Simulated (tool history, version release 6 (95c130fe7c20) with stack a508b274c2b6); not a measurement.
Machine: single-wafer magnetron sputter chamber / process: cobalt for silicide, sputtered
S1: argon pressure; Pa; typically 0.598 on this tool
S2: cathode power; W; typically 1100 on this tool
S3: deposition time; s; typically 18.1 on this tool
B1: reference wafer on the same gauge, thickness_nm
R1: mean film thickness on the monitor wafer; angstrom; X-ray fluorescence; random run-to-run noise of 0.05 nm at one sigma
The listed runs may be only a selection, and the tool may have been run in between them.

run 1 day=0.000 | S1=0.509 S2=1100 S3=18.1 | B1=10.233 | R1=88.26
-- day=0.038 gauge calibrated
run 2 day=0.279 | S1=0.509 S2=1100 S3=18.1 | B1=10.228 | R1=88.39
run 3 day=0.979 | S1=0.509 S2=1100 S3=18.1 | B1=10.244 | R1=87.58
run 4 day=1.250 | S1=0.456 S2=1150 S3=18.1 | B1=10.226 | R1=93.65
run 5 day=1.983 | S1=0.456 S2=1150 S3=18.1 | B1=10.234 | R1=92.98
run 6 day=2.392 | S1=0.456 S2=1150 S3=18.1 | B1=10.230 | R1=93.36
run 7 day=2.846 | S1=0.598 S2=1100 S3=18.1 | B1=10.228 | R1=85.07
run 8 day=3.533 | S1=0.598 S2=1250 S3=18.1 | B1=10.221 | R1=96.35
-- day=3.854 gauge calibrated
-- day=3.996 magnet pack replaced
-- day=4.000 sputter target and shields replaced
run 9 day=4.017 | S1=0.696 S2=850 S3=18.1 | B1=10.230 | R1=60.87
run 10 day=4.625 | S1=0.598 S2=1100 S3=14.6 | B1=10.218 | R1=65.89
-- day=5.021 capacitance manometer re-zeroed and calibrated
-- day=5.717 sputter target and shields replaced, repeated, since the last time left the tool worse
run 11 day=6.104 | S1=0.598 S2=1100 S3=18.1 | B1=10.212 | R1=86.39
run 12 day=6.633 | S1=0.598 S2=1100 S3=18.1 | B1=10.245 | R1=87.74
run 13 day=6.946 | S1=0.598 S2=1100 S3=16.2 | B1=10.236 | R1=77.47
run 14 day=7.596 | S1=0.433 S2=1200 S3=17.1 | B1=10.236 | R1=94.40

Alternative continuations, all from the tool just after run 14; predict every row:
run A day=7.612 | S1=0.729 S2=1100 S3=18.1 | B1=? | R1=?
run B day=7.612 | S1=0.770 S2=1350 S3=18.1 | B1=? | R1=?
run C day=7.612 | S1=0.805 S2=1100 S3=16.1 | B1=? | R1=?
run D day=7.612 | S1=0.738 S2=1100 S3=18.1 | B1=? | R1=?
run E day=7.612 | S1=0.412 S2=1100 S3=16.2 | B1=? | R1=?

run=A B1=10.233 R1=83.33
run=B B1=10.233 R1=100.95
run=C B1=10.233 R1=72.37
run=D B1=10.233 R1=83.09
run=E B1=10.233 R1=82.62
Stripped of hidden state, with their random variation kept, the same runs would have yielded:
run=A R1=84.00
run=B R1=101.76
run=C R1=72.95
run=D R1=83.76
run=E R1=83.28
